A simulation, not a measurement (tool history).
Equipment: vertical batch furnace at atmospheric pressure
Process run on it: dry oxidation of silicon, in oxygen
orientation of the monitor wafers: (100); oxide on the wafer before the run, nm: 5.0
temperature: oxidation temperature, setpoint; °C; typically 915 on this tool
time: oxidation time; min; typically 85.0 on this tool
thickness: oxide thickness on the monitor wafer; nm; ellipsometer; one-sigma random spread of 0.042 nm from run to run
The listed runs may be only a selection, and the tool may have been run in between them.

run   hour  temperature   time  wafers since the last listed run  hours since the last temperature calibration  hours since the boat lift was adjusted  hours since the gauge calibration  read-back reference wafer on the same gauge, thickness  thickness
  1    0.0          908  114.5                                 0                                        3092.4                                  3073.2                              157.3                                                   31.11      33.18
  2   28.7          908  114.5                               287                                        3121.1                                  3101.9                              186.0                                                   31.10      33.20
  3   45.8          908  114.5                               171                                        3138.2                                  3119.0                              203.1                                                   31.10      33.22
  4   68.5          915   85.0                               227                                        3160.9                                  3141.7                              225.8                                                   31.10      29.40
  5   82.4          915   85.0                               139                                        3174.8                                  3155.6                              239.7                                                   31.10      29.41
  6  105.7          915  116.0                               233                                        3198.1                                  3178.9                              263.0                                                   31.10      35.85
  7  118.7          915  117.5                               130                                        3211.1                                  3191.9                              276.0                                                   31.11      36.23
  8  147.3          891   65.0                               286                                        3239.7                                  3220.5                              304.6                                                   31.10      20.13
  9  171.7          907   45.0                               244                                        3264.1                                  3244.9                              329.0                                                   31.11      18.76
 10  201.6          915  125.5                               299                                        3294.0                                  3274.8                              358.9                                                   31.10      37.89
 11  221.7          895   65.0                               201                                        3314.1                                  3294.9                              379.0                                                   31.10      20.87
     243.9  -- gauge calibrated
     263.7  -- boat lift adjusted
     264.7  -- thermocouples replaced and temperature profile calibrated
 12  271.8          930   85.0                               251                                           7.1                                     8.1                               27.9                                                   31.10      32.20
 13  283.8          901  109.5                               120                                          19.1                                    20.1                               39.9                                                   31.10      28.68
 14  319.1          915   85.0                               354                                          54.4                                    55.4                               75.2                                                   31.09      27.91
 15  335.8          915   85.0                               167                                          71.1                                    72.1                               91.9                                                   31.09      27.98

Each row is a separate what-if for the run after 15, all from the same tool condition, not one after another. Results?
  A  341.9          915  109.5                                61                                          77.2                                    78.2                               98.0                                                       ?          ?
  B  341.9          905   85.0                                61                                          77.2                                    78.2                               98.0                                                       ?          ?
  C  341.9          939  107.5                                61                                          77.2                                    78.2                               98.0                                                       ?          ?
  D  341.9          902   45.5                                61                                          77.2                                    78.2                               98.0                                                       ?          ?

run  read-back reference wafer on the same gauge, thickness  thickness
  A                                                   31.10      32.84
  B                                                   31.10      25.50
  C                                                   31.10      41.08
  D                                                   31.10      17.27
Take away the tool's hidden state, keep each run's random variation, and the runs would have read:
run  thickness
  A      32.78
  B      25.46
  C      41.01
  D      17.25
